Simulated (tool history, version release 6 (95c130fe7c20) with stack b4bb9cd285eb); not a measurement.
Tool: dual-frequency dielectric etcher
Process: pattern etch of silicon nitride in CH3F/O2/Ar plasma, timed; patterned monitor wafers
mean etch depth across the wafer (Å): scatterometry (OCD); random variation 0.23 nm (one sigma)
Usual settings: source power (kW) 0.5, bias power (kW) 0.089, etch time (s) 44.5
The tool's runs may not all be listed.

run	hour	source power (kW)	bias power (kW)	etch time (s)	read-back reference wafer on the same gauge, depth_nm	mean etch depth across the wafer (Å)
1	0	0.5	0.074	44.5	37.05	326.8
2	71.5	0.5	0.089	37.5	37.08	302.9
3	104.1	0.5	0.089	44.5	37.16	357.2
4	130.2	0.5	0.089	44.5	37.09	363.2
# hour 203.2: wet clean of the chamber
5	203.7	0.5	0.089	44.5	37.13	347.6
6	251.8	0.5	0.1	44.5	37.11	367.9
7	290.8	0.5	0.089	44.5	37.14	347.8
8	360.3	0.5	0.089	44.5	37.15	350.1
9	427.9	0.5	0.072	40	37.11	285.6
# hour 445: gauge calibrated
10	465.2	0.5	0.072	40	37.07	288.5
11	521	0.5	0.089	44.5	37.06	360.2
12	548.4	0.5	0.089	44.5	37.11	357.8
# hour 591.3: wet clean of the chamber
# hour 602.3: upper electrode replaced
13	616.2	0.5	0.089	44.5	37.13	341.4
14	649.2	0.57	0.076	44.5	37.06	331.2
15	684	0.41	0.089	34	37.11	250
# hour 705.3: source power generator calibrated
16	734.2	0.5	0.096	44.5	37.07	361.5
17	786.7	0.5	0.072	44.5	37.14	313.7
18	822.5	0.6	0.096	54.5	37.03	470.8
# hour 851.2: bias power generator calibrated
19	888.8	0.59	0.089	44.5	37.06	372.8
20	929.1	0.5	0.108	51.5	37.13	454.4
# hour 992.8: wet clean of the chamber
21	998.7	0.4	0.102	38	37.08	297.1
22	1028.3	0.5	0.089	44.5	37.09	348.2
23	1083	0.5	0.08	44.5	37.06	330.7
24	1115.4	0.5	0.089	44.5	37.08	348.9
25	1173.5	0.5	0.089	44.5	37.07	352.5
26	1213.6	0.5	0.089	31.5	37.14	250.4
27	1285.5	0.46	0.089	44.5	37.15	351.5
28	1334.3	0.5	0.089	44.5	37.09	356.9
29	1378.8	0.5	0.089	44.5	37.13	361.6
30	1439.8	0.54	0.069	40.5	37.12	299.7
# hour 1470: wet clean of the chamber
31	1482.2	0.5	0.089	44.5	37.12	345.3

Hidden state or all else? Some run-to-run changes of mean etch depth across the wafer (Å), split into what the settings, what came in and random variation would give without the hidden state, and what is left for the hidden state (with any gauge scatter that isn't in both results):
The hidden state here: etch rate over this chamber's usual, %; source power that arrives over what is set, %; bias power that arrives over what is set, %; gauge reads high (%).
Run 4 -> 5: wet clean of the chamber. mean etch depth across the wafer (Å) -15.6: hidden state -16.6, all else +1.
Run 12 -> 13: wet clean of the chamber, upper electrode replaced. mean etch depth across the wafer (Å) -16.4: hidden state -17.1, all else +0.7.
Run 15 -> 16: source power (kW) 0.41 -> 0.5, bias power (kW) 0.089 -> 0.096, etch time (s) 34 -> 44.5, source power generator calibrated. mean etch depth across the wafer (Å) +111.5: hidden state +2.4, all else +109.1.
Run 17 -> 18: source power (kW) 0.5 -> 0.6, bias power (kW) 0.072 -> 0.096, etch time (s) 44.5 -> 54.5. mean etch depth across the wafer (Å) +157.1: hidden state +4.4, all else +152.7.
Run 20 -> 21: source power (kW) 0.5 -> 0.4, bias power (kW) 0.108 -> 0.102, etch time (s) 51.5 -> 38, wet clean of the chamber. mean etch depth across the wafer (Å) -157.3: hidden state -13.8, all else -143.5.
Run 30 -> 31: source power (kW) 0.54 -> 0.5, bias power (kW) 0.069 -> 0.089, etch time (s) 40.5 -> 44.5, wet clean of the chamber. mean etch depth across the wafer (Å) +45.6: hidden state -15.6, all else +61.2.

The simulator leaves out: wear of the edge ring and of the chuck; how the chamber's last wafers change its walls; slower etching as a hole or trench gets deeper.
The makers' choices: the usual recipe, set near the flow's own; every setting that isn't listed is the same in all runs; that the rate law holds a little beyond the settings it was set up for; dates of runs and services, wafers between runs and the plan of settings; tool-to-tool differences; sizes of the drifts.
